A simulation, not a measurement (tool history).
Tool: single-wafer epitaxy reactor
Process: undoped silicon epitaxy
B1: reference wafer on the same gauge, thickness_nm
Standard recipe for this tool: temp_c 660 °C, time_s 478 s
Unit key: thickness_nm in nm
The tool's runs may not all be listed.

Run 1, hour 0.0: usual settings; B1 92.742. Result: thickness_nm 99.670 nm.
Run 2, hour 33.1: usual settings; B1 92.569. Result: thickness_nm 99.812 nm.
Run 3, hour 68.9: usual settings; B1 92.611. Result: thickness_nm 100.949 nm.
Run 4, hour 100.2: usual settings but temp_c 655 °C, time_s 543 s; B1 92.572. Result: thickness_nm 104.659 nm.
Run 5, hour 151.1: usual settings but temp_c 655 °C, time_s 543 s; B1 92.679. Result: thickness_nm 103.912 nm.
Run 6, hour 212.6: usual settings but temp_c 655 °C, time_s 543 s; B1 92.571. Result: thickness_nm 104.909 nm.
Run 7, hour 241.5: usual settings; B1 92.590. Result: thickness_nm 101.633 nm.
Run 8, hour 309.8: usual settings; B1 92.665. Result: thickness_nm 101.433 nm.
Run 9, hour 349.5: usual settings but temp_c 671 °C, time_s 517 s; B1 92.722. Result: thickness_nm 135.982 nm.
Run 10, hour 384.2: usual settings but temp_c 671 °C, time_s 517 s; B1 92.656. Result: thickness_nm 135.113 nm.
Run 11, hour 429.0: usual settings but temp_c 671 °C, time_s 517 s; B1 92.554. Result: thickness_nm 136.628 nm.
Run 12, hour 500.9: usual settings but time_s 457 s; B1 92.722. Result: thickness_nm 97.827 nm.
Run 13, hour 527.5: usual settings but time_s 457 s; B1 92.586. Result: thickness_nm 98.010 nm.
Run 14, hour 597.2: usual settings but time_s 457 s; B1 92.676. Result: thickness_nm 98.009 nm.
Run 15, hour 661.5: usual settings; B1 92.653. Result: thickness_nm 101.612 nm.
Run 16, hour 706.5: usual settings; B1 92.652. Result: thickness_nm 102.438 nm.
Run 17, hour 733.9: usual settings; B1 92.593. Result: thickness_nm 102.570 nm.
Run 18, hour 792.6: usual settings but temp_c 671 °C, time_s 517 s; B1 92.598. Result: thickness_nm 135.416 nm.
Run 19, hour 857.3: usual settings but time_s 457 s; B1 92.725. Result: thickness_nm 97.480 nm.
Run 20, hour 928.7: usual settings but temp_c 670 °C; B1 92.446. Result: thickness_nm 123.884 nm.
Run 21, hour 965.6: usual settings but temp_c 667 °C, time_s 451 s; B1 92.526. Result: thickness_nm 109.446 nm.
At hour 1152.7: gauge calibrated.
Run 22, hour 1171.1: usual settings but temp_c 655 °C, time_s 445 s; B1 92.685. Result: thickness_nm 87.237 nm.
At hour 1295.6: pyrometer calibrated.
Run 23, hour 1384.2: usual settings but time_s 555 s; B1 92.739. Result: thickness_nm 116.536 nm.
Run 24, hour 1449.9: usual settings; B1 92.578. Result: thickness_nm 100.598 nm.
Run 25, hour 1520.6: usual settings but temp_c 674 °C, time_s 504 s; B1 92.584. Result: thickness_nm 137.560 nm.
Run 26, hour 1577.2: usual settings; B1 92.573. Result: thickness_nm 100.792 nm.
Run 27, hour 1620.6: usual settings but temp_c 665 °C; B1 92.514. Result: thickness_nm 111.161 nm.
Run 28, hour 1657.9: usual settings but temp_c 664 °C; B1 92.506. Result: thickness_nm 108.960 nm.
Run 29, hour 1692.4: usual settings; B1 92.592. Result: thickness_nm 101.483 nm.
Run 30, hour 1755.0: usual settings but temp_c 665 °C, time_s 415 s; B1 92.688. Result: thickness_nm 97.302 nm.
Run 31, hour 1785.3: usual settings; B1 92.502. Result: thickness_nm 102.937 nm.
Run 32, hour 1827.0: usual settings but temp_c 669 °C, time_s 569 s; B1 92.701. Result: thickness_nm 144.339 nm.
Run 33, hour 1877.6: usual settings but time_s 543 s; B1 92.575. Result: thickness_nm 116.506 nm.
Run 34, hour 1929.6: usual settings but temp_c 650 °C; B1 92.711. Result: thickness_nm 84.714 nm.
Run 35, hour 1959.4: usual settings; B1 92.682. Result: thickness_nm 101.251 nm.

Selected run-to-run steps in thickness_nm, each split into two signed amounts: the part the tool would show with no hidden state at all (from settings, incoming material and random variation), and the remainder, which goes to the hidden state together with any gauge scatter not common to the measured and the hidden-state-free results:
Hidden state at play: wafer temperature above the value expected at the setpoint (K); gauge reads high (%).
Run 11 -> 12: temp_c 671 -> 660, time_s 517 -> 457. thickness_nm -38.801 nm: hidden state -0.799, all else -38.002.
Run 18 -> 19: temp_c 671 -> 660, time_s 517 -> 457. thickness_nm -37.936 nm: hidden state -1.061, all else -36.875.
Run 22 -> 23: temp_c 655 -> 660, time_s 445 -> 555, pyrometer calibrated. thickness_nm +29.299 nm: hidden state -2.238, all else +31.537.
Run 31 -> 32: temp_c 660 -> 669, time_s 478 -> 569. thickness_nm +41.402 nm: hidden state +1.121, all else +40.281.
